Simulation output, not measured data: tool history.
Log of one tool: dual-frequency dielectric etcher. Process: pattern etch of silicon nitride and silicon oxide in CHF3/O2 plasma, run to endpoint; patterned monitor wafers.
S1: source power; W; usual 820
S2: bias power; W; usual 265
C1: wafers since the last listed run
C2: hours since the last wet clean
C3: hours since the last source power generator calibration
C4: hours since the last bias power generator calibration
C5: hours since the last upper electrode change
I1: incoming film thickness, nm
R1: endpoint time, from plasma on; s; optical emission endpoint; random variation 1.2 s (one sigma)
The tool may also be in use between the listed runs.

| run | day | S1 | S2 | C1 | C2 | C3 | C4 | C5 | I1 | R1 |
|---|---|---|---|---|---|---|---|---|---|---|
| 1 | 0 | 820 | 265 | 0 | 247.5 | 4043.9 | 4275.3 | 2047.9 | 277.9 | 155 |
| 2 | 1.3 | 820 | 265 | 244 | 278.7 | 4075.1 | 4306.5 | 2079.1 | 277.1 | 155.7 |
| 3 | 2.196 | 820 | 265 | 168 | 300.2 | 4096.6 | 4328 | 2100.6 | 276.7 | 152.3 |
| 4 | 3.262 | 820 | 265 | 200 | 325.8 | 4122.2 | 4353.6 | 2126.2 | 277.7 | 152.7 |
| 5 | 4.05 | 820 | 265 | 147 | 344.7 | 4141.1 | 4372.5 | 2145.1 | 278.5 | 157.1 |
| 6 | 4.996 | 820 | 238 | 177 | 367.4 | 4163.8 | 4395.2 | 2167.8 | 276.5 | 159.2 |
| 7 | 6.279 | 820 | 265 | 241 | 398.2 | 4194.6 | 4426 | 2198.6 | 278.9 | 155.1 |
| 8 | 7.575 | 820 | 265 | 243 | 429.3 | 4225.7 | 4457.1 | 2229.7 | 277.4 | 158.1 |
|  | 9.383 | wet clean of the chamber |
| 9 | 9.404 | 820 | 265 | 155 | 0.5 | 4269.6 | 4501 | 2273.6 | 278.4 | 151.6 |
| 10 | 10.412 | 940 | 265 | 189 | 24.7 | 4293.8 | 4525.2 | 2297.8 | 277.9 | 142.7 |
| 11 | 11.05 | 940 | 265 | 119 | 40 | 4309.1 | 4540.5 | 2313.1 | 278.6 | 146.5 |
|  | 12.275 | upper electrode replaced |
| 12 | 12.35 | 890 | 265 | 56 | 71.2 | 4340.3 | 4571.7 | 1.8 | 275.6 | 145.2 |
| 13 | 13.529 | 890 | 265 | 221 | 99.5 | 4368.6 | 4600 | 30.1 | 277.2 | 148.6 |
|  | 13.704 | source power generator calibrated |
| 14 | 14.146 | 820 | 242 | 84 | 114.3 | 10.6 | 4614.8 | 44.9 | 277.9 | 157.3 |
| 15 | 15.358 | 820 | 265 | 227 | 143.4 | 39.7 | 4643.9 | 74 | 276.6 | 153.2 |
| 16 | 19.775 | 820 | 265 | 829 | 249.4 | 145.7 | 4749.9 | 180 | 276.4 | 151.9 |
| 17 | 20.975 | 820 | 265 | 225 | 278.2 | 174.5 | 4778.7 | 208.8 | 278.1 | 152.4 |
| 18 | 21.817 | 1000 | 291 | 158 | 298.4 | 194.7 | 4798.9 | 229 | 274.6 | 138.2 |
| 19 | 22.788 | 820 | 201 | 182 | 321.7 | 218 | 4822.2 | 252.3 | 278 | 167.3 |
|  | 23.208 | bias power generator calibrated |
| 20 | 23.529 | 820 | 265 | 107 | 339.5 | 235.8 | 7.7 | 270.1 | 276.8 | 154.8 |
| 21 | 24.629 | 960 | 305 | 206 | 365.9 | 262.2 | 34.1 | 296.5 | 276.2 | 139 |
| 22 | 25.183 | 980 | 219 | 104 | 379.2 | 275.5 | 47.4 | 309.8 | 274.6 | 157 |
| 23 | 26.212 | 1010 | 225 | 193 | 403.9 | 300.2 | 72.1 | 334.5 | 276 | 152 |
|  | 27.262 | wet clean of the chamber |
| 24 | 27.283 | 820 | 265 | 13 | 0.5 | 325.9 | 97.8 | 360.2 | 274.4 | 147.6 |
| 25 | 27.904 | 820 | 265 | 116 | 15.4 | 340.8 | 112.7 | 375.1 | 275.3 | 147.4 |
| 26 | 29.033 | 920 | 241 | 212 | 42.5 | 367.9 | 139.8 | 402.2 | 277.9 | 150.1 |
| 27 | 30.117 | 820 | 223 | 203 | 68.5 | 393.9 | 165.8 | 428.2 | 279.1 | 162.5 |
| 28 | 30.771 | 820 | 265 | 122 | 84.2 | 409.6 | 181.5 | 443.9 | 276.5 | 151.8 |
| 29 | 32.183 | 680 | 208 | 265 | 118.1 | 443.5 | 215.4 | 477.8 | 276.8 | 172.2 |
| 30 | 32.942 | 820 | 265 | 142 | 136.3 | 461.7 | 233.6 | 496 | 273.6 | 149.6 |
| 31 | 33.962 | 690 | 287 | 191 | 160.8 | 486.2 | 258.1 | 520.5 | 278.8 | 156.1 |
| 32 | 35.242 | 1010 | 224 | 240 | 191.5 | 516.9 | 288.8 | 551.2 | 277.2 | 149.3 |
| 33 | 35.983 | 820 | 206 | 139 | 209.3 | 534.7 | 306.6 | 569 | 277.1 | 164.4 |
| 34 | 36.483 | 630 | 213 | 93 | 221.3 | 546.7 | 318.6 | 581 | 275.9 | 178.6 |
| 35 | 37.212 | 820 | 265 | 136 | 238.8 | 564.2 | 336.1 | 598.5 | 274.5 | 149.6 |
| 36 | 38.479 | 870 | 235 | 237 | 269.2 | 594.6 | 366.5 | 628.9 | 279 | 158.1 |

Measured less the same run without the tool's hidden state. The same run-to-run variation is in both; the gauge's scatter may not be:
The hidden state here: etch rate over this chamber's usual, %; source power that arrives over what is set, %; bias power that arrives over what is set, %.
| run | R1 |
|---|---|
| 1 | +3.8 |
| 2 | +4.4 |
| 3 | +4.7 |
| 4 | +5 |
| 5 | +5.5 |
| 6 | +5.9 |
| 7 | +6.3 |
| 8 | +6.9 |
| 9 | -0.7 |
| 10 | -0.3 |
| 11 | -0.1 |
| 12 | +0.4 |
| 13 | +0.8 |
| 14 | +1.1 |
| 15 | +1.5 |
| 16 | +3.2 |
| 17 | +3.7 |
| 18 | +3.5 |
| 19 | +4.7 |
| 20 | +4.6 |
| 21 | +4.5 |
| 22 | +5.4 |
| 23 | +5.6 |
| 24 | -0.7 |
| 25 | -0.5 |
| 26 | -0.1 |
| 27 | +0.3 |
| 28 | +0.5 |
| 29 | +1.2 |
| 30 | +1.3 |
| 31 | +1.8 |
| 32 | +2.2 |
| 33 | +2.7 |
| 34 | +3.2 |
| 35 | +2.9 |
| 36 | +3.5 |
